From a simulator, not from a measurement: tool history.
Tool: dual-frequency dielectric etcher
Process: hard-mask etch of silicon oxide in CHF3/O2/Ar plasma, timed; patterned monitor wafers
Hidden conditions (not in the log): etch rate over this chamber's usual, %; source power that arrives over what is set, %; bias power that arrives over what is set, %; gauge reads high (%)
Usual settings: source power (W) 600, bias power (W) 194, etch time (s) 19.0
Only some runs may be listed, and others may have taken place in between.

run	hour	source power (W)	bias power (W)	etch time (s)	wafers since the last listed run	hours since the last wet clean	hours since the last source power generator calibration	hours since the last bias power generator calibration	hours since the last upper electrode change	hours since the gauge calibration	read-back reference wafer on the same gauge, depth_nm	mean etch depth across the wafer (nm)
1	0.0	690	184	19.0	0	149.7	951.8	55.5	1895.8	1315.5	41.71	42.23
2	56.4	600	194	19.0	1159	206.1	1008.2	111.9	1952.2	1371.9	41.68	40.36
3	150.3	600	223	19.0	1930	300.0	1102.1	205.8	2046.1	1465.8	41.70	41.96
4	193.2	600	223	19.0	881	342.9	1145.0	248.7	2089.0	1508.7	41.73	41.28
5	295.7	520	194	16.5	2107	445.4	1247.5	351.2	2191.5	1611.2	41.74	32.58
6	384.3	600	241	13.5	1821	534.0	1336.1	439.8	2280.1	1699.8	41.71	30.57
# hour 409.5: upper electrode replaced
7	461.2	550	171	23.5	1087	610.9	1413.0	516.7	51.7	1776.7	41.57	46.04
8	503.8	600	229	19.0	875	653.5	1455.6	559.3	94.3	1819.3	41.68	42.30
9	607.4	750	194	19.0	2129	757.1	1559.2	662.9	197.9	1922.9	41.73	44.18
# hour 639.6: wet clean of the chamber
10	710.8	600	194	19.0	1632	71.2	1662.6	766.3	301.3	2026.3	41.61	40.29
11	781.2	600	213	17.0	1447	141.6	1733.0	836.7	371.7	2096.7	41.70	37.25
12	850.1	490	174	19.0	1416	210.5	1801.9	905.6	440.6	2165.6	41.69	35.42
13	954.2	470	166	22.0	2139	314.6	1906.0	1009.7	544.7	2269.7	41.77	39.95
# hour 1007.6: source power generator calibrated
14	1053.1	490	168	14.5	1950	413.5	45.5	1108.6	643.6	2368.6	41.63	26.06
15	1106.4	600	224	19.0	1095	466.8	98.8	1161.9	696.9	2421.9	41.74	41.16
16	1201.7	600	209	15.0	1959	562.1	194.1	1257.2	792.2	2517.2	41.79	31.82
17	1347.3	640	240	14.5	2993	707.7	339.7	1402.8	937.8	2662.8	41.62	33.38

Run 18 has not been measured yet. What should we expect?
# hour 1362.6: gauge calibrated
18	1404.4	600	158	19.0	1173	764.8	396.8	1459.9	994.9	41.8	?	?

Run 18 produced read-back reference wafer on the same gauge, depth_nm 41.82, mean etch depth across the wafer (nm) 37.53.
On a tool with no hidden condition, and with the same random variation, this run would have come out at mean etch depth across the wafer (nm) 37.04.

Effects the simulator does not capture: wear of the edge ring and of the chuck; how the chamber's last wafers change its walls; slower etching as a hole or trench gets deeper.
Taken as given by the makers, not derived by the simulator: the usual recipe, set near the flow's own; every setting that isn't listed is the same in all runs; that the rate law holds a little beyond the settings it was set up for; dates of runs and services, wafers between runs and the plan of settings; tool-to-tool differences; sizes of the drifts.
